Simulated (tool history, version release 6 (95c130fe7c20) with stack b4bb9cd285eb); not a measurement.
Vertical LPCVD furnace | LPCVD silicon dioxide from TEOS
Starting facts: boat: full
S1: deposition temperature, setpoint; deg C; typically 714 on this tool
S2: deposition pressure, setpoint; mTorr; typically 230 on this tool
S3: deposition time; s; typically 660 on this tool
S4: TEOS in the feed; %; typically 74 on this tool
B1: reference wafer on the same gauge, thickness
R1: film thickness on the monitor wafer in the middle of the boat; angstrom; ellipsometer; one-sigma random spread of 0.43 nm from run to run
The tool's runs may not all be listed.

| run | hour | S1 | S2 | S3 | S4 | B1 | R1 |
|---|---|---|---|---|---|---|---|
| 1 | 0 | 714 | 215 | 750 | 74 | 129.03 | 1260.3 |
| 2 | 196 | 714 | 230 | 660 | 74 | 128.75 | 1156.3 |
| 3 | 402.4 | 714 | 230 | 660 | 74 | 129.01 | 1161.7 |
| 4 | 443.2 | 707 | 230 | 660 | 74 | 129.09 | 983.5 |
|  | 487.5 | gauge calibrated |
| 5 | 492 | 709 | 230 | 660 | 74 | 128.91 | 1025.2 |
| 6 | 588.6 | 709 | 230 | 660 | 74 | 129.09 | 1039.1 |
| 7 | 631.2 | 709 | 230 | 660 | 74 | 128.89 | 1038.5 |
| 8 | 671.5 | 714 | 230 | 660 | 74 | 129.04 | 1156.8 |
| 9 | 756.7 | 714 | 230 | 660 | 74 | 129.18 | 1170.3 |
| 10 | 839.9 | 714 | 230 | 660 | 74 | 128.81 | 1162.7 |
| 11 | 909.4 | 714 | 230 | 660 | 74 | 128.87 | 1169.8 |
| 12 | 948.3 | 714 | 230 | 660 | 74 | 128.87 | 1161.7 |
| 13 | 1025.2 | 714 | 230 | 660 | 82 | 128.98 | 1227.2 |
| 14 | 1081.3 | 704 | 195 | 870 | 61 | 128.86 | 1034.9 |
|  | 1130.2 | pressure gauge zeroed |
| 15 | 1153.8 | 724 | 270 | 660 | 82 | 128.86 | 1667.5 |
|  | 1436.3 | gauge calibrated |
| 16 | 1454.9 | 714 | 230 | 660 | 74 | 128.98 | 1182.5 |
|  | 1517 | TEOS flow controller replaced |
| 17 | 1534 | 705 | 260 | 660 | 74 | 128.83 | 1030.7 |
| 18 | 1589.1 | 726 | 230 | 660 | 74 | 128.86 | 1539.8 |
|  | 1667.5 | thermocouples replaced and temperature profile calibrated |
| 19 | 1679.5 | 714 | 210 | 540 | 82 | 128.97 | 901 |
| 20 | 1746.6 | 714 | 180 | 660 | 74 | 129.18 | 980.6 |
| 21 | 1848.4 | 710 | 190 | 660 | 89 | 128.88 | 1014.8 |
| 22 | 1902.5 | 714 | 230 | 660 | 62 | 129.04 | 1019.1 |
| 23 | 1977.7 | 714 | 230 | 660 | 74 | 128.91 | 1110.7 |
| 24 | 2052.6 | 714 | 265 | 660 | 87 | 128.98 | 1297.1 |
| 25 | 2134.3 | 724 | 250 | 660 | 74 | 129.1 | 1449.9 |

Each row is a separate what-if for the run after 25, all from the same tool condition, not one after another. Results?
| A | 2137.6 | 714 | 230 | 660 | 74 | ? | ? |
| B | 2137.6 | 718 | 175 | 930 | 74 | ? | ? |
| C | 2137.6 | 714 | 285 | 720 | 61 | ? | ? |
| D | 2137.6 | 721 | 230 | 660 | 74 | ? | ? |

| run | B1 | R1 |
|---|---|---|
| A | 129.19 | 1113 |
| B | 129.19 | 1496.7 |
| C | 129.19 | 1227.2 |
| D | 129.19 | 1302.1 |
What these runs would have given with no unlogged condition in the tool:
| run | R1 |
|---|---|
| A | 1098.4 |
| B | 1477.3 |
| C | 1211.1 |
| D | 1285.2 |
